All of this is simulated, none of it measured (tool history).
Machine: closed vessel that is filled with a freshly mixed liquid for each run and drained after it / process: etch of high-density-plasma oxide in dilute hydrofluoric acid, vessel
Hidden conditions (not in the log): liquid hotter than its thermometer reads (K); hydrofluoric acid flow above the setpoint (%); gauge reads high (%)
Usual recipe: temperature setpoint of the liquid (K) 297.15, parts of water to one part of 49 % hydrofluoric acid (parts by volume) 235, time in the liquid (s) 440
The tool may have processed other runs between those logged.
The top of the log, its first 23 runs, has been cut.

| run | hour | temperature setpoint of the liquid (K) | parts of water to one part of 49 % hydrofluoric acid (parts by volume) | time in the liquid (s) | wafers since the last listed run | hours since the thermometer was replaced | hours since the hydrofluoric acid flow meter was replaced | hours since the gauge calibration | read-back film thickness of the high-density-plasma oxide reference wafer, read on the same gauge (nm) | thickness taken off the high-density-plasma oxide on a monitor wafer (angstrom) |
|---|---|---|---|---|---|---|---|---|---|---|
| 24 | 255.1 | 294.15 | 235 | 260 | 798 | 87.5 | 216.4 | 201.5 | 110.01 | 67.8 |
| 25 | 268.7 | 299.15 | 290 | 440 | 868 | 101.1 | 230 | 215.1 | 109.99 | 103.2 |
| 26 | 289.4 | 297.15 | 350 | 680 | 1321 | 121.8 | 250.7 | 235.8 | 110.01 | 118.1 |
| 27 | 295.4 | 297.15 | 315 | 635 | 383 | 127.8 | 256.7 | 241.8 | 110 | 125.1 |
| 28 | 304.9 | 298.65 | 310 | 210 | 606 | 137.3 | 266.2 | 251.3 | 110 | 44.2 |
| 29 | 315.8 | 292.65 | 235 | 440 | 695 | 148.2 | 277.1 | 262.2 | 110 | 106.9 |
| 30 | 327.7 | 300.65 | 285 | 510 | 759 | 160.1 | 289 | 274.1 | 110.01 | 129.4 |
| 31 | 336.8 | 297.15 | 180 | 440 | 580 | 169.2 | 298.1 | 283.2 | 109.99 | 175.2 |

Each row is a separate what-if for the run after 31, all from the same tool condition, not one after another. Results?
| A | 337.6 | 297.15 | 235 | 675 | 51 | 170 | 298.9 | 284 | ? | ? |
| B | 337.6 | 297.15 | 265 | 520 | 51 | 170 | 298.9 | 284 | ? | ? |
| C | 337.6 | 294.65 | 300 | 440 | 51 | 170 | 298.9 | 284 | ? | ? |
| D | 337.6 | 300.15 | 235 | 695 | 51 | 170 | 298.9 | 284 | ? | ? |
| E | 337.6 | 292.65 | 180 | 440 | 51 | 170 | 298.9 | 284 | ? | ? |

| run | read-back film thickness of the high-density-plasma oxide reference wafer, read on the same gauge (nm) | thickness taken off the high-density-plasma oxide on a monitor wafer (angstrom) |
|---|---|---|
| A | 109.99 | 191.8 |
| B | 109.99 | 127 |
| C | 109.99 | 84 |
| D | 109.99 | 219.6 |
| E | 109.99 | 145.8 |
With no hidden state in the tool, these same runs would have given:
| run | thickness taken off the high-density-plasma oxide on a monitor wafer (angstrom) |
|---|---|
| A | 189.6 |
| B | 125.6 |
| C | 83 |
| D | 217.1 |
| E | 144 |

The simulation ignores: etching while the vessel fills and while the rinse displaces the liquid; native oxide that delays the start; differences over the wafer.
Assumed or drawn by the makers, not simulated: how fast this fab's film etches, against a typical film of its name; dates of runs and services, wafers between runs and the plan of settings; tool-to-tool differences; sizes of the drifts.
